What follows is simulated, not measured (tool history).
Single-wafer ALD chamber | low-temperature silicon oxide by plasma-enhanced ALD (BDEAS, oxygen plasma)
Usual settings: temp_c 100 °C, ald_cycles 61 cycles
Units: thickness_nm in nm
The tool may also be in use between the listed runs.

run,hour,temp_c,ald_cycles,wafers since the last listed run,hours since the last thermocouple change,hours since the gauge calibration,"read-back reference wafer on the same gauge, thickness_nm",thickness_nm
1,0.0,100,61,0,567.3,541.2,9.389,8.938
2,36.6,94,61,242,603.9,577.8,9.377,9.016
3,96.4,94,61,396,663.7,637.6,9.366,9.000
4,129.2,94,61,217,696.5,670.4,9.373,8.981
# hour 144.0: gauge calibrated
5,175.7,100,61,308,743.0,31.7,9.378,8.872
6,338.8,100,61,1081,906.1,194.8,9.382,8.868
7,363.9,100,61,166,931.2,219.9,9.375,8.861
8,404.8,100,69,271,972.1,260.8,9.379,10.045
9,457.5,100,58,349,1024.8,313.5,9.373,8.406
10,498.2,89,61,269,1065.5,354.2,9.390,9.165
11,544.2,107,72,305,1111.5,400.2,9.378,10.320
12,593.3,112,61,325,1160.6,449.3,9.381,8.637
13,623.8,100,61,202,1191.1,479.8,9.384,8.901
14,653.7,100,61,198,1221.0,509.7,9.378,8.866
15,684.2,107,72,202,1251.5,540.2,9.383,10.292
16,708.3,89,50,159,1275.6,564.3,9.375,7.490
# hour 730.8: thermocouple changed; heater temperature recalibrated
17,771.5,113,52,366,40.7,627.5,9.365,7.467

Forecast run 18:
# hour 817.4: gauge calibrated
18,972.8,109,52,1335,242.0,155.4,?,?

read-back reference wafer on the same gauge, thickness_nm: 9.380
thickness_nm: 7.461 nm
Without the tool's hidden state the same run would have given thickness_nm 7.502 nm.
